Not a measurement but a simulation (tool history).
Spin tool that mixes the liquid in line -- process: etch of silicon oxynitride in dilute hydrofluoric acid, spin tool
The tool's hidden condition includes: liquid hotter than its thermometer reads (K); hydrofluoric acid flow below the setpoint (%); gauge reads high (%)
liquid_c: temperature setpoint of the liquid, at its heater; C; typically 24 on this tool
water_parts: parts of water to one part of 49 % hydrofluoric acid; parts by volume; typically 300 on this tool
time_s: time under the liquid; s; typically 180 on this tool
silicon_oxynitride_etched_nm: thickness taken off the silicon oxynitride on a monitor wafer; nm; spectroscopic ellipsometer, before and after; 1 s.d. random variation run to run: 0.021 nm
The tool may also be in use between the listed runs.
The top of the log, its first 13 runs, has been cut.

run	day	liquid_c	water_parts	time_s	wafers since the last listed run	hours since the thermometer was replaced	hours since the hydrofluoric acid flow meter was replaced	hours since the gauge calibration	read-back film thickness of the silicon oxynitride reference wafer, read on the same gauge (nm)	silicon_oxynitride_etched_nm
14	8.358	24	300	235	56	1181.7	100.5	181.9	100.019	1.139
15	9	21	340	250	117	1197.1	115.9	197.3	99.987	0.945
16	9.417	28	405	145	76	1207.1	125.9	207.3	100.014	0.558
# day 9.671: thermometer replaced
17	9.996	20	395	180	98	7.8	139.8	221.2	100.024	0.528
18	10.475	22.5	300	180	87	19.3	151.3	232.7	100.016	0.787
19	11.05	21	380	255	105	33.1	165.1	246.5	100.023	0.799
20	11.542	24	300	180	90	44.9	176.9	258.3	100.012	0.828
21	11.846	24	300	180	55	52.2	184.2	265.6	99.961	0.826
22	12.433	24	300	180	107	66.3	198.3	279.7	99.986	0.855
23	12.892	21	180	230	83	77.3	209.3	290.7	100.022	1.683
24	13.633	24	260	180	135	95.1	227.1	308.5	99.99	1.011
25	14.183	24	300	180	100	108.3	240.3	321.7	100.029	0.832
26	14.9	21.5	300	100	131	125.5	257.5	338.9	99.987	0.419
27	15.654	24	180	180	138	143.6	275.6	357	100.001	1.437
28	16.1	24	220	180	81	154.3	286.3	367.7	99.984	1.209
29	16.792	24	390	275	126	170.9	302.9	384.3	99.992	0.94
30	17.375	20.5	155	180	106	184.9	316.9	398.3	99.969	1.558
31	17.742	20.5	170	250	67	193.7	325.7	407.1	100.042	1.932
32	18.154	24	185	220	75	203.6	335.6	417	99.976	1.799
33	18.704	28.5	360	180	100	216.8	348.8	430.2	100.012	0.784

Here are 4 independent what-if runs from the current tool condition. What would each one return?
A	18.725	24	300	180	3	217.3	349.3	430.7	?	?
B	18.725	27	300	180	3	217.3	349.3	430.7	?	?
C	18.725	21	300	180	3	217.3	349.3	430.7	?	?
D	18.725	22.5	180	290	3	217.3	349.3	430.7	?	?

run	read-back film thickness of the silicon oxynitride reference wafer, read on the same gauge (nm)	silicon_oxynitride_etched_nm
A	100.035	0.846
B	100.035	0.957
C	100.035	0.744
D	100.035	2.32
Stripped of hidden state, with their random variation kept, the same runs would have yielded:
run	silicon_oxynitride_etched_nm
A	0.891
B	1.01
C	0.783
D	2.437

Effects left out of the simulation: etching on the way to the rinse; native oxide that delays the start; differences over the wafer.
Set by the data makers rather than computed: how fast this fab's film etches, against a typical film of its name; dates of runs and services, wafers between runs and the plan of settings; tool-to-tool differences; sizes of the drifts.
